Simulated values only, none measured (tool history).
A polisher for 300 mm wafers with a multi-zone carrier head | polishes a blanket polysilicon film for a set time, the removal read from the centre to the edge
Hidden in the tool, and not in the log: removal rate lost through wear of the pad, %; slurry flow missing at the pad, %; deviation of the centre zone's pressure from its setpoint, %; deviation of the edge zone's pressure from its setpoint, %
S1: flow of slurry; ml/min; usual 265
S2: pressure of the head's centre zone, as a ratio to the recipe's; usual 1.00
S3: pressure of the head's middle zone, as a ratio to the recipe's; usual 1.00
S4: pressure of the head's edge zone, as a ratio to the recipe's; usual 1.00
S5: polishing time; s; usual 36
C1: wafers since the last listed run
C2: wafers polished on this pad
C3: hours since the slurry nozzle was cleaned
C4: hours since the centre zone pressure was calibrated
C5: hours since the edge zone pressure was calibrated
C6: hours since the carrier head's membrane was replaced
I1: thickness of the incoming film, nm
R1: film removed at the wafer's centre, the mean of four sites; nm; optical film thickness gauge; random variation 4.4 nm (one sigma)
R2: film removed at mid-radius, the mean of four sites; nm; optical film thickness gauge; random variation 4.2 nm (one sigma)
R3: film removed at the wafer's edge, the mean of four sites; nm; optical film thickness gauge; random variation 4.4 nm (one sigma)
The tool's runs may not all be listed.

run    hour   S1    S2    S3    S4  S5    C1    C2     C3      C4      C5      C6      I1     R1     R2     R3
  1     0.0  265  1.00  1.00  0.96  36     0   902  222.7   655.9   379.1   608.7  1499.0  301.4  299.1  292.1
      121.2  -- worn pad replaced by a new one
  2   201.1  265  1.00  1.00  0.96  36  1429   579  423.8   857.0   580.2   809.8  1507.4  304.8  299.1  303.5
  3   252.6  265  1.00  1.00  0.96  36   373   952  475.3   908.5   631.7   861.3  1477.8  294.7  289.5  292.9
  4   316.5  265  0.91  1.00  1.00  36   463  1416  539.2   972.4   695.6   925.2  1516.6  270.3  295.8  284.9
  5   353.3  265  0.91  1.00  1.00  36   266  1683  576.0  1009.2   732.4   962.0  1489.7  256.0  282.1  288.7
      386.0  -- slurry nozzle cleaned
      411.6  -- worn pad replaced by a new one
  6   445.7  265  1.00  1.00  1.00  36   633   247   59.7  1101.6   824.8  1054.4  1492.4  271.7  264.5  264.6
  7   519.5  265  1.00  1.00  1.00  36   535   782  133.5  1175.4   898.6  1128.2  1484.0  261.6  262.4  263.2
  8   560.3  265  1.00  1.00  1.00  36   295  1078  174.3  1216.2   939.4  1169.0  1509.8  265.2  256.6  257.1
      581.0  -- worn pad replaced by a new one, repeated, since the last time left the tool worse
  9   625.9  265  1.00  0.92  1.05  36   446   325  239.9  1281.8  1005.0  1234.6  1484.6  294.4  274.1  307.4
 10   668.0  265  1.00  1.00  1.00  36   305   630  282.0  1323.9  1047.1  1276.7  1465.6  297.7  295.5  303.2
      750.3  -- carrier head's membrane replaced by a new one
      752.9  -- centre zone pressure recalibrated
 11   772.8  265  1.00  1.00  1.00  36   709  1339  386.8    19.9  1151.9    22.5  1466.1  288.7  287.0  284.6
      808.7  -- edge zone pressure recalibrated
 12   811.8  265  1.04  1.00  1.00  40   268  1608  425.8    58.9     3.1    61.5  1488.0  334.0  311.9  314.8
      879.4  -- worn pad replaced by a new one
 13   879.9  265  0.88  1.00  0.90  36   464     3  493.9   127.0    71.2   129.6  1476.9  267.5  303.8  287.3
 14   947.8  265  1.00  1.00  1.00  36   492   495  561.8   194.9   139.1   197.5  1488.5  299.9  293.7  289.8
      949.7  -- slurry nozzle cleaned
 15   987.8  265  1.00  1.00  1.09  41   282   778   38.1   234.9   179.1   237.5  1487.7  352.5  346.5  356.5
 16  1060.8  185  1.12  1.05  1.00  31   529  1308  111.1   307.9   252.1   310.5  1512.4  267.1  255.2  244.0
     1174.4  -- worn pad replaced by a new one
 17  1241.7  265  1.10  1.04  1.00  46  1282   487  292.0   488.8   433.0   491.4  1494.8  425.1  399.7  390.9
 18  1328.8  240  1.09  1.00  1.00  36   631  1119  379.1   575.9   520.1   578.5  1503.3  320.4  280.6  289.2

Forecast each of these 4 alternatives for the next run:
  A  1329.2  265  1.11  1.00  1.00  36   2  1122  379.5  576.3  520.5  578.9  1485.6   ?   ?   ?
  B  1329.2  265  1.00  1.00  1.09  36   2  1122  379.5  576.3  520.5  578.9  1485.6   ?   ?   ?
  C  1329.2  265  1.00  0.90  1.00  36   2  1122  379.5  576.3  520.5  578.9  1485.6   ?   ?   ?
  D  1329.2  265  1.00  1.00  1.10  36   2  1122  379.5  576.3  520.5  578.9  1485.6   ?   ?   ?

run     R1     R2     R3
  A  332.6  290.2  298.7
  B  299.9  290.3  311.7
  C  299.7  266.3  299.1
  D  299.9  290.3  313.1
Without the tool's hidden state the same runs would have given:
run     R1     R2     R3
  A  340.3  296.9  305.7
  B  306.9  297.1  318.9
  C  306.7  272.5  306.1
  D  306.9  297.1  320.4
